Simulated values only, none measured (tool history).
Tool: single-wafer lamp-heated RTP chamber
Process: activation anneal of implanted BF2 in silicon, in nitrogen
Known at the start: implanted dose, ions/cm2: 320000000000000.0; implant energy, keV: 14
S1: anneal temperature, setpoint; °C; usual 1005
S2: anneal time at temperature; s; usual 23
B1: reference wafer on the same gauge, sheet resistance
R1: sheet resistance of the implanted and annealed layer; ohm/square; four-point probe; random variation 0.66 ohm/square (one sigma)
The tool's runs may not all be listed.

{"run": 1, "hour": 0.0, "S1": 1005, "S2": 16, "B1": 296.16, "R1": 365.56}
{"run": 2, "hour": 12.7, "S1": 1021, "S2": 23, "B1": 296.16, "R1": 358.5}
{"run": 3, "hour": 24.6, "S1": 1021, "S2": 23, "B1": 295.79, "R1": 358.45}
{"run": 4, "hour": 37.9, "S1": 1016, "S2": 23, "B1": 295.79, "R1": 359.4}
{"run": 5, "hour": 46.7, "S1": 1016, "S2": 23, "B1": 296.28, "R1": 359.08}
{"run": 6, "hour": 59.1, "S1": 1016, "S2": 23, "B1": 296.26, "R1": 359.3}
{"run": 7, "hour": 70.2, "S1": 1005, "S2": 15, "B1": 296.03, "R1": 364.19}
{"hour": 100.9, "done": "pyrometer window cleaned and pyrometer calibrated"}
{"hour": 117.5, "done": "reflector plate cleaned"}
{"run": 8, "hour": 119.4, "S1": 1005, "S2": 15, "B1": 296.07, "R1": 366.23}
{"run": 9, "hour": 130.9, "S1": 997, "S2": 23, "B1": 296.04, "R1": 365.46}
{"run": 10, "hour": 146.9, "S1": 1005, "S2": 23, "B1": 295.64, "R1": 362.99}
{"run": 11, "hour": 158.7, "S1": 1005, "S2": 23, "B1": 296.09, "R1": 363.7}
{"run": 12, "hour": 172.5, "S1": 1005, "S2": 23, "B1": 296.07, "R1": 364.78}
{"run": 13, "hour": 189.7, "S1": 1005, "S2": 23, "B1": 295.92, "R1": 362.98}
{"run": 14, "hour": 198.3, "S1": 1005, "S2": 23, "B1": 296.15, "R1": 362.02}
{"run": 15, "hour": 210.8, "S1": 1005, "S2": 23, "B1": 295.98, "R1": 361.72}
{"run": 16, "hour": 218.2, "S1": 994, "S2": 23, "B1": 296.16, "R1": 366.6}
{"run": 17, "hour": 228.5, "S1": 994, "S2": 23, "B1": 296.03, "R1": 366.26}
{"run": 18, "hour": 246.4, "S1": 1005, "S2": 23, "B1": 295.85, "R1": 362.61}
{"run": 19, "hour": 257.5, "S1": 991, "S2": 23, "B1": 296.06, "R1": 367.35}
{"run": 20, "hour": 267.0, "S1": 997, "S2": 28, "B1": 296.33, "R1": 363.26}
{"run": 21, "hour": 283.3, "S1": 1021, "S2": 23, "B1": 295.92, "R1": 357.66}
{"run": 22, "hour": 300.9, "S1": 1025, "S2": 14, "B1": 296.09, "R1": 362.15}
{"run": 23, "hour": 311.0, "S1": 1014, "S2": 32, "B1": 295.85, "R1": 356.57}
{"run": 24, "hour": 322.0, "S1": 979, "S2": 34, "B1": 295.89, "R1": 367.5}
{"run": 25, "hour": 330.5, "S1": 1015, "S2": 23, "B1": 295.87, "R1": 358.56}
{"run": 26, "hour": 340.0, "S1": 975, "S2": 35, "B1": 296.1, "R1": 369.28}
{"run": 27, "hour": 349.6, "S1": 1005, "S2": 23, "B1": 296.06, "R1": 361.73}
{"hour": 357.8, "done": "reflector plate cleaned"}
{"hour": 364.9, "done": "gauge calibrated"}
{"hour": 370.6, "done": "pyrometer window cleaned and pyrometer calibrated"}
{"run": 28, "hour": 378.8, "S1": 1005, "S2": 23, "B1": 296.08, "R1": 363.69}
{"run": 29, "hour": 388.6, "S1": 1022, "S2": 28, "B1": 295.86, "R1": 356.72}
{"run": 30, "hour": 395.7, "S1": 1005, "S2": 34, "B1": 295.81, "R1": 358.44}
{"run": 31, "hour": 414.6, "S1": 1005, "S2": 23, "B1": 295.87, "R1": 362.72}
{"run": 32, "hour": 421.4, "S1": 988, "S2": 27, "B1": 296.16, "R1": 370.07}
{"run": 33, "hour": 429.6, "S1": 1024, "S2": 23, "B1": 296.07, "R1": 358.39}

Run 34 comes next. What will it give?
{"run": 34, "hour": 441.3, "S1": 982, "S2": 23, "B1": "?", "R1": "?"}

B1: 295.99
R1: 374.44 ohm/square
Without the tool's hidden state the same run would have given R1 375.04 ohm/square.
